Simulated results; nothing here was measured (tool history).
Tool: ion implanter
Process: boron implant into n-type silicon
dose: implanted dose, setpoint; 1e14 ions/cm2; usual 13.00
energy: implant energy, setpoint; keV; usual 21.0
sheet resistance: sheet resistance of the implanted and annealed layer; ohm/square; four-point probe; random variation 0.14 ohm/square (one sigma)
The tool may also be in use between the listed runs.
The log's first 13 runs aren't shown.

run    hour   dose  energy  read-back reference wafer on the same gauge, sheet resistance  sheet resistance
     1029.8  -- Faraday cup replaced and dose calibrated
 14  1030.3  13.00    21.0                                                         107.62             93.72
 15  1125.4  13.00    16.5                                                         107.53             97.66
 16  1180.6  13.00    21.0                                                         107.54             93.37
 17  1237.1  15.06    26.0                                                         107.63             81.99
 18  1291.0  10.31    21.0                                                         107.60            112.30
 19  1375.8  15.85    17.5                                                         107.55             84.85
 20  1413.9  10.50    28.0                                                         107.56            108.22
 21  1477.2  13.00    21.0                                                         107.61             93.55
 22  1522.5   9.36    21.0                                                         107.63            121.64
 23  1561.1  10.11    15.0                                                         107.65            119.13
     1626.5  -- gauge calibrated
 24  1633.2   9.47    19.0                                                         107.55            121.59
 25  1696.0   9.73    25.0                                                         107.57            116.15
 26  1771.4  13.00    21.0                                                         107.57             93.56
 27  1821.4  11.48    14.5                                                         107.62            108.78
 28  1882.5  10.62    16.0                                                         107.64            113.24
 29  1935.2  10.31    17.5                                                         107.58            114.10
 30  2023.8  13.00    21.0                                                         107.61             93.32
 31  2153.8  11.56    23.5                                                         107.55            100.63
 32  2202.0   9.64    24.5                                                         107.61            116.67
 33  2265.7  11.83    15.5                                                         107.60            104.35
 34  2325.1  13.00    21.0                                                         107.53             93.07
 35  2416.6   9.19    16.5                                                         107.61            125.64
     2461.6  -- Faraday cup replaced and dose calibrated
 36  2521.5  15.41    21.0                                                         107.55             82.98
 37  2586.4   9.63    27.0                                                         107.60            116.59

Forecast each of these 4 alternatives for the next run:
  A  2586.8  13.00    27.5                                                              ?                 ?
  B  2586.8  11.19    21.0                                                              ?                 ?
  C  2586.8  14.66    24.0                                                              ?                 ?
  D  2586.8  14.68    26.5                                                              ?                 ?

run  read-back reference wafer on the same gauge, sheet resistance  sheet resistance
  A                                                         107.63             91.12
  B                                                         107.63            105.03
  C                                                         107.63             84.34
  D                                                         107.63             83.31
Without the tool's hidden state the same runs would have given:
run  sheet resistance
  A             91.15
  B            105.07
  C             84.37
  D             83.34
